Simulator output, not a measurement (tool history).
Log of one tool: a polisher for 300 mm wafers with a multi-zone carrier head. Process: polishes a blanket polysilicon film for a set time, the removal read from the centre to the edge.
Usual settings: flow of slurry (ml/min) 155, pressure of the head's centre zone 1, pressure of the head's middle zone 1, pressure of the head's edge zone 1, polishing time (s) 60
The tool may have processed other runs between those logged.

run    hour  flow of slurry (ml/min)  pressure of the head's centre zone  pressure of the head's middle zone  pressure of the head's edge zone  polishing time (s)  incoming thickness of the incoming film, nm  film removed at the wafer's centre (angstrom)  film removed at mid-radius (angstrom)  film removed at the wafer's edge (angstrom)
  1       0                      200                                   1                                   1                                 1                  73                                       1449.6                                           5651                                   5526                                         5560
         43  -- carrier head's membrane replaced by a new one
      137.2  -- worn pad replaced by a new one
  2   201.1                      170                                0.97                                   1                                 1                  45                                       1432.7                                           3344                                   3295                                         3366
  3   233.1                      155                                0.93                                   1                              0.96                  60                                       1418.3                                           4279                                   4306                                         4356
      298.2  -- edge zone pressure recalibrated
        305  -- centre zone pressure recalibrated
  4     314                      155                                0.95                                1.12                              0.92                  42                                       1455.1                                           2924                                   3320                                         2986
  5   384.4                      115                                   1                                   1                                 1                  40                                         1435                                           2642                                   2680                                         2846
  6     411                      155                                   1                                   1                                 1                  60                                       1412.2                                           4397                                   4294                                         4466
  7   452.8                      155                                   1                                0.92                                 1                  60                                         1420                                           4370                                   4046                                         4464
      478.9  -- slurry nozzle cleaned
  8   504.3                      155                                   1                                0.89                                 1                  76                                       1445.4                                           5620                                   4953                                         5709
  9   546.6                      155                                 0.9                                0.93                              0.97                  60                                       1434.6                                           4106                                   4031                                         4452
 10   617.4                      155                                0.89                                   1                              1.09                  73                                       1419.4                                           4933                                   5283                                         5623
      637.5  -- worn pad replaced by a new one
 11   681.1                      155                                   1                                   1                                 1                  60                                       1429.2                                           4407                                   4321                                         4498
 12   715.5                      155                                1.05                                1.06                              0.92                  60                                       1432.9                                           4556                                   4559                                         4229
 13   783.2                      140                                   1                                   1                              0.92                  60                                       1419.6                                           4346                                   4199                                         4221
 14   831.6                      155                                   1                                   1                                 1                  60                                       1438.3                                           4437                                   4319                                         4463
      848.6  -- carrier head's membrane replaced by a new one
 15   857.4                      155                                   1                                   1                                 1                  60                                       1431.5                                           4452                                   4359                                         4492
 16   913.4                      155                                0.94                                   1                                 1                  60                                       1408.4                                           4299                                   4317                                         4467
 17   984.8                      175                                   1                                   1                              1.08                  60                                       1431.3                                           4557                                   4394                                         4715
 18  1028.1                      155                                   1                                   1                              0.93                  60                                       1443.1                                           4507                                   4299                                         4317
       1030  -- slurry nozzle cleaned
 19  1068.8                      200                                1.04                                   1                              0.92                  60                                         1415                                           4835                                   4488                                         4454
 20  1116.6                      155                                   1                                1.05                                 1                  68                                       1435.9                                           5147                                   5073                                         5088
 21  1177.7                      200                                   1                                   1                               1.1                  77                                       1433.9                                           6082                                   5833                                         6173
     1195.3  -- worn pad replaced by a new one
 22  1211.3                      155                                   1                                1.05                              0.96                  50                                       1441.7                                           3786                                   3763                                         3636

Forecast each of these 4 alternatives for the next run:
  A  1211.7                      155                                   1                                   1                                 1                  60                                       1436.2                                              ?                                      ?                                            ?
  B  1211.7                      155                                1.07                                   1                                 1                  60                                       1436.2                                              ?                                      ?                                            ?
  C  1211.7                      185                                   1                                   1                                 1                  77                                       1436.2                                              ?                                      ?                                            ?
  D  1211.7                      155                                   1                                1.11                                 1                  60                                       1436.2                                              ?                                      ?                                            ?

run  film removed at the wafer's centre (angstrom)  film removed at mid-radius (angstrom)  film removed at the wafer's edge (angstrom)
  A                                           4525                                   4309                                         4427
  B                                           4741                                   4308                                         4427
  C                                           6023                                   5713                                         5819
  D                                           4528                                   4709                                         4421
With the hidden condition removed and each run's random variation left untouched, the same runs would have given:
run  film removed at the wafer's centre (angstrom)  film removed at mid-radius (angstrom)  film removed at the wafer's edge (angstrom)
  A                                           4315                                   4310                                         4427
  B                                           4521                                   4309                                         4427
  C                                           5743                                   5715                                         5819
  D                                           4318                                   4711                                         4421
